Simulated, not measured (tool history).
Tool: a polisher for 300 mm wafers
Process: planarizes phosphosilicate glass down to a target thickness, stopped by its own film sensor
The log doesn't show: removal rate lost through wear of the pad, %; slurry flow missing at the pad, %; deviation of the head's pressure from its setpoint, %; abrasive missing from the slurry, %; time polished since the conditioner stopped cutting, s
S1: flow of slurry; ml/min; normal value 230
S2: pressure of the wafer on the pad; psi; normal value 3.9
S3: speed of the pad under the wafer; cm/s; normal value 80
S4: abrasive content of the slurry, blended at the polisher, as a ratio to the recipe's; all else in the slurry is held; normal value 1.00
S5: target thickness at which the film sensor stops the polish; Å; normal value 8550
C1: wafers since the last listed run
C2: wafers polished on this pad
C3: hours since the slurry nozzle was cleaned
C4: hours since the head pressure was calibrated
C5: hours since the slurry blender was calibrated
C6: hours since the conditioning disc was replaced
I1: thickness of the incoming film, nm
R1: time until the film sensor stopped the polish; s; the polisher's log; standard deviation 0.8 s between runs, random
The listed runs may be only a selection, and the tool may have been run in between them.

run    hour   S1   S2   S3    S4    S5    C1    C2     C3      C4     C5     C6      I1     R1
  1     0.0  230  3.9   80  1.00  8550     0   593   10.3   592.2  197.8  218.4  1356.8   73.7
  2    42.3  230  3.9   80  1.00  8550   304   898   52.6   634.5  240.1  260.7  1361.8   77.0
       94.1  -- conditioning disc replaced and pad reconditioned
  3   112.7  230  4.7   80  0.75  8550   492  1390  123.0   704.9  310.5   18.6  1376.4   72.3
      125.7  -- slurry blender recalibrated
  4   150.8  230  4.7   80  0.75  8550   259  1649  161.1   743.0   25.1   56.7  1351.1   62.5
      225.4  -- worn pad replaced by a new one
  5   229.5  230  3.9   80  1.00  8550   537    29  239.8   821.7  103.8  135.4  1351.2   71.8
  6   300.7  230  3.9   80  1.00  8550   512   541  311.0   892.9  175.0  206.6  1342.7   70.9
  7   373.6  230  3.9   80  1.00  8550   524  1066  383.9   965.8  247.9  279.5  1341.4   74.2
      385.7  -- conditioning disc replaced and pad reconditioned
      412.1  -- slurry blender recalibrated
  8   420.7  230  3.9   80  1.00  8550   310  1376  431.0  1012.9    8.6   35.0  1361.5   72.6
      500.5  -- slurry nozzle cleaned
      500.9  -- worn pad replaced by a new one
      513.7  -- head pressure recalibrated
      658.2  -- conditioning disc replaced and pad reconditioned
  9   706.8  230  3.9   80  1.00  8550  2019  1452  206.3   193.1  294.7   48.6  1361.0   77.5
      739.4  -- slurry blender recalibrated
      775.7  -- worn pad replaced by a new one
 10   776.2  230  3.9   80  1.00  8550   456     3  275.7   262.5   36.8  118.0  1381.1   75.0
 11   818.3  230  3.4  100  1.00  9010   302   306  317.8   304.6   78.9  160.1  1351.7   59.1
 12   919.6  230  4.7   80  0.75  8550   728  1034  419.1   405.9  180.2  261.4  1349.3   66.2
 13   984.1  230  3.9   80  1.00  8550   464  1498  483.6   470.4  244.7  325.9  1365.8   79.6
      989.9  -- conditioning disc replaced and pad reconditioned
     1018.3  -- slurry blender recalibrated
 14  1022.3  205  3.1   80  1.00  7100   246  1744  521.8   508.6    4.0   32.4  1377.2  118.1
     1023.7  -- slurry nozzle cleaned
     1080.9  -- worn pad replaced by a new one
 15  1125.7  230  3.9   80  0.70  8550   707   322  102.0   612.0  107.4  135.8  1377.9   80.3
 16  1186.2  230  3.9   80  1.00  8550   435   757  162.5   672.5  167.9  196.3  1378.5   75.0

Run 17, settings as shown, results not yet in. Your forecast:
     1257.4  -- conditioning disc replaced and pad reconditioned
 17  1257.9  230  3.9  80  1.00  8550  501  1259  234.2  744.2  239.6  0.5  1367.6   ?

{"run 17": {"R1": 76.2}}
Were there no unlogged condition in the tool, this run, its random variation unchanged, would have produced R1 69.4 s.
